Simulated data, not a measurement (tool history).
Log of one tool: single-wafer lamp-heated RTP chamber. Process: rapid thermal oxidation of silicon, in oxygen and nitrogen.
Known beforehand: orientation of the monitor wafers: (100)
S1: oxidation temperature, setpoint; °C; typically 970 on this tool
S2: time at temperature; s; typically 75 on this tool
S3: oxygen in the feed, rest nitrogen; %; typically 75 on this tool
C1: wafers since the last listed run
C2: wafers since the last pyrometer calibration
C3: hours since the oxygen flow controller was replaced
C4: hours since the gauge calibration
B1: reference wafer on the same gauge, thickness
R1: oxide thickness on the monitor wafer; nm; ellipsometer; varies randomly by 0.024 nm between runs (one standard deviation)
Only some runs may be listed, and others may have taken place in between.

run	hour	S1	S2	S3	C1	C2	C3	C4	B1	R1
1	0	970	75	75	0	97	5981.3	190.3	4.631	4.599
2	10.1	970	75	75	120	218	5991.4	200.4	4.63	4.59
3	27	970	75	75	201	419	6008.3	217.3	4.635	4.627
4	35.6	970	75	75	102	521	6016.9	225.9	4.63	4.632
5	43.3	970	75	52	91	613	6024.6	233.6	4.63	4.096
6	50.1	970	75	52	80	694	6031.4	240.4	4.626	4.078
7	64	970	75	52	165	859	6045.3	254.3	4.632	4.082
8	81.6	982	93	75	209	1069	6062.9	271.9	4.63	5.623
9	92.3	970	75	93	127	1196	6073.6	282.6	4.629	5.026
10	106.7	970	75	75	171	1368	6088	297	4.629	4.677
11	115.9	970	75	75	109	1477	6097.2	306.2	4.627	4.637
12	122.5	970	75	75	78	1556	6103.8	312.8	4.633	4.638
13	134.1	970	75	75	138	1694	6115.4	324.4	4.627	4.689
# hour 134.6: gauge calibrated
14	149.2	970	57	52	179	1874	6130.5	14.6	4.632	3.755
15	165.6	970	75	75	195	2069	6146.9	31	4.631	4.709
16	183	970	84	75	207	2276	6164.3	48.4	4.63	4.972
17	194.7	999	53	89	139	2415	6176	60.1	4.632	5.349
# hour 205.9: oxygen flow controller replaced
18	211.5	970	90	75	104	2520	5.6	76.9	4.63	5.179
19	220.2	970	75	93	103	2624	14.3	85.6	4.631	5.12
20	231.7	960	94	63	136	2761	25.8	97.1	4.634	4.618
21	241.7	951	75	75	119	2880	35.8	107.1	4.633	4.194
# hour 258.2: pyrometer window cleaned and pyrometer calibrated
22	258.7	986	85	75	107	5	52.8	124.1	4.628	5.556
23	263.3	970	88	75	54	60	57.4	128.7	4.631	4.982
24	276.1	970	75	75	152	212	70.2	141.5	4.63	4.609
25	288.3	970	93	75	145	357	82.4	153.7	4.627	5.07
26	306.1	970	75	75	211	569	100.2	171.5	4.63	4.626
27	319.6	948	43	98	160	730	113.7	185	4.628	3.46
28	337.2	948	75	89	209	939	131.3	202.6	4.628	4.207
29	343.3	989	48	75	72	1012	137.4	208.7	4.632	4.403

3 options for the next run, each taken on its own from the tool as it stands now. Forecast them:
A	343.7	970	106	75	4	1017	137.8	209.1	?	?
B	343.7	949	75	96	4	1017	137.8	209.1	?	?
C	343.7	985	57	45	4	1017	137.8	209.1	?	?

run	B1	R1
A	4.626	5.381
B	4.626	4.307
C	4.626	3.903
Without the tool's unlogged condition, the same runs would have read:
run	R1
A	5.316
B	4.255
C	3.861
